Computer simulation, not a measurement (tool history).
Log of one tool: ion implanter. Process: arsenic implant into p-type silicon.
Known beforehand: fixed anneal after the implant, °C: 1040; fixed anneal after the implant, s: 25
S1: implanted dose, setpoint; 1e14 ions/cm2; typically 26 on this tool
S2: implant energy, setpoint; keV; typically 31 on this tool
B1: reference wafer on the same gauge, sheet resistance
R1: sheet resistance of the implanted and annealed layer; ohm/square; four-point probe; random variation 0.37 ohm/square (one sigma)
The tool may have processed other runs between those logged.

run,hour,S1,S2,B1,R1
1,0,26,25,78.58,72.99
2,65.1,26,25,78.41,73.18
3,107.8,26,31,78.51,69.63
4,177.5,22.54,31,78.55,72.32
5,235.9,22.54,31,78.52,72.38
6,299.9,22.54,31,78.42,73.14
7,404.7,26,31,78.4,69.55
8,449.7,26,31,78.63,69.45

Run 9 is up next; what results do you expect?
9,510.2,26,23.5,?,?

{"run 9": {"B1": 78.32, "R1": 73.73}}
If the tool had no hidden condition, the same run with the same run-to-run variation would have returned R1 73.73 ohm/square.
